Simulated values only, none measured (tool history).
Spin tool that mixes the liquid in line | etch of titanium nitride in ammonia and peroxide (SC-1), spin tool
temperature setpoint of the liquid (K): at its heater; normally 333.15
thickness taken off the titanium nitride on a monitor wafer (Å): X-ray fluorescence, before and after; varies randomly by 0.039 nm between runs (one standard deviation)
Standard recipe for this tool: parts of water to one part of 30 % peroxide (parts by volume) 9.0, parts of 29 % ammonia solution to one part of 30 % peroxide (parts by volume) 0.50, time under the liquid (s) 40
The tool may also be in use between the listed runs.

run	day	temperature setpoint of the liquid (K)	parts of water to one part of 30 % peroxide (parts by volume)	parts of 29 % ammonia solution to one part of 30 % peroxide (parts by volume)	time under the liquid (s)	read-back film thickness of the titanium nitride reference wafer, read on the same gauge (nm)	thickness taken off the titanium nitride on a monitor wafer (Å)
1	0.000	333.15	9.0	0.50	30	144.54	37.8
# day 1.250: thermometer replaced
2	4.592	333.15	11.0	0.50	40	144.09	45.1
3	6.200	342.15	12.5	0.40	45	143.92	81.5
4	10.538	333.15	9.0	0.50	50	143.47	61.9
5	14.092	333.15	9.0	0.50	40	143.09	49.1
# day 16.800: ammonia flow meter replaced
6	17.738	333.15	5.5	0.60	40	142.74	65.3
# day 19.050: new drum of ammonia solution connected
7	20.846	330.15	9.0	0.50	40	142.34	40.4
8	23.929	333.15	9.0	0.40	40	142.03	47.5
9	25.842	333.15	9.0	0.50	40	141.79	49.8
10	33.042	333.15	9.0	0.75	30	140.95	39.4
# day 34.762: heated supply line repaired
11	36.096	333.15	7.0	0.40	40	140.53	54.3
12	39.250	333.15	13.5	0.50	30	140.17	29.3
13	43.079	326.65	5.0	0.60	25	139.68	26.7
14	45.083	329.65	9.0	0.40	60	139.42	55.9
# day 46.308: gauge calibrated
15	48.575	325.65	7.5	0.50	40	148.75	34.4
# day 49.362: ammonia flow meter replaced
16	50.554	326.65	9.0	0.30	40	148.71	30.9
# day 51.575: thermometer replaced
# day 53.308: new drum of ammonia solution connected
17	54.596	327.15	6.5	0.25	40	148.68	35.7
18	56.538	333.15	7.0	0.50	40	148.71	58.9
19	59.425	333.15	10.5	0.50	40	148.69	48.2
20	71.225	333.15	7.5	0.50	40	148.53	56.9
21	74.367	333.15	9.0	0.50	40	148.45	51.8
22	78.062	341.65	11.0	0.35	15	148.35	28.6
23	81.329	343.15	9.0	0.50	40	148.32	97.8

What will run 24 give?
# day 81.683: new drum of ammonia solution connected
24	83.542	337.15	9.0	0.50	25	?	?

read-back film thickness of the titanium nitride reference wafer, read on the same gauge (nm): 148.24
thickness taken off the titanium nitride on a monitor wafer (Å): 41.6
On a tool with no hidden condition, and with the same random variation, this run would have come out at thickness taken off the titanium nitride on a monitor wafer (Å) 42.1.
